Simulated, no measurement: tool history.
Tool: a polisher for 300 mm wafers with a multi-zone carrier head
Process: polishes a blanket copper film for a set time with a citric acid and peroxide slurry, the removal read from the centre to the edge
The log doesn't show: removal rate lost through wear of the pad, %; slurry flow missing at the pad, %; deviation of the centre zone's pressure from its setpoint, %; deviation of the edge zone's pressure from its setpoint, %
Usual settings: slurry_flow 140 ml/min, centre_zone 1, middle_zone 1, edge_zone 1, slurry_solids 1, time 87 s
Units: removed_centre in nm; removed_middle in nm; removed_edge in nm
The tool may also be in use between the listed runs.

run,hour,slurry_flow,centre_zone,middle_zone,edge_zone,slurry_solids,time,wafers since the last listed run,wafers polished on this pad,hours since the slurry nozzle was cleaned,hours since the centre zone pressure was calibrated,hours since the edge zone pressure was calibrated,hours since the carrier head's membrane was replaced,"incoming thickness of the incoming film, nm",removed_centre,removed_middle,removed_edge
1,0,140,1,1,1,1,87,0,228,284.4,630.7,214.1,446.6,790.2,128.9,130.1,129.3
2,33.7,140,1,1,1,1,87,312,540,318.1,664.4,247.8,480.3,778.8,126.8,128.2,128.2
3,50,140,1,1,1,1,87,150,691,334.4,680.7,264.1,496.6,786.6,128.7,130.9,124.2
4,80,140,1,1,1,1,87,277,969,364.4,710.7,294.1,526.6,776.6,124.1,127.7,124.8
# hour 108.1: worn pad replaced by a new one
5,115.5,140,1,1,1,1,87,291,68,399.9,746.2,329.6,562.1,769.1,127.7,132,126.7
# hour 133.5: centre zone pressure recalibrated
6,145,140,1,0.93,1,1,87,254,323,429.4,11.5,359.1,591.6,779.6,125.3,122.6,126.8
7,162.4,140,1,1,1,1,87,161,484,446.8,28.9,376.5,609,778.7,126.6,131.4,123.4
# hour 164.8: slurry nozzle cleaned
8,186,175,1,1,1,1,113,209,693,21.2,52.5,400.1,632.6,772.8,170.2,175.6,168.3
9,207.7,125,1.1,0.9,1,1,87,200,894,42.9,74.2,421.8,654.3,786.2,132.9,111.5,123.2
10,222.9,185,1,1,1,1,113,140,1035,58.1,89.4,437,669.5,784.5,171.1,175.7,171.7
# hour 236.5: worn pad replaced by a new one
11,243.8,140,1,0.89,1,1,87,156,67,79,110.3,457.9,690.4,787.5,129.5,120.6,130.6
12,271.6,140,1,1,1,1,87,257,324,106.8,138.1,485.7,718.2,768.4,129.7,129.7,127.4
# hour 278.3: edge zone pressure recalibrated
# hour 279.8: carrier head's membrane replaced by a new one, of another model than before
13,369.3,170,1,1,1,0.75,87,872,1197,204.5,235.8,91,89.5,781.4,119.2,123.7,118.2
# hour 378.4: worn pad replaced by a new one
14,383.8,180,0.95,1,1,0.8,72,97,50,219,250.3,105.5,104,782,96.9,107.1,101.2

Forecast each of these 4 alternatives for the next run:
A,384.3,125,1,1,1,1,87,4,54,219.5,250.8,106,104.5,796.2,?,?,?
B,384.3,140,1,1,1,1.25,112,4,54,219.5,250.8,106,104.5,796.2,?,?,?
C,384.3,115,0.94,1.1,1,1,59,4,54,219.5,250.8,106,104.5,796.2,?,?,?
D,384.3,140,0.93,1,1,1,117,4,54,219.5,250.8,106,104.5,796.2,?,?,?

run,removed_centre,removed_middle,removed_edge
A,123.6,128.2,126.6
B,175.1,180.9,177.3
C,74.9,97.8,84.3
D,154.7,177.2,173.5
Without the tool's hidden state the same runs would have given:
run,removed_centre,removed_middle,removed_edge
A,123.8,128.4,126.8
B,175.4,181.3,177.6
C,75.1,98,84.5
D,155,177.6,173.9
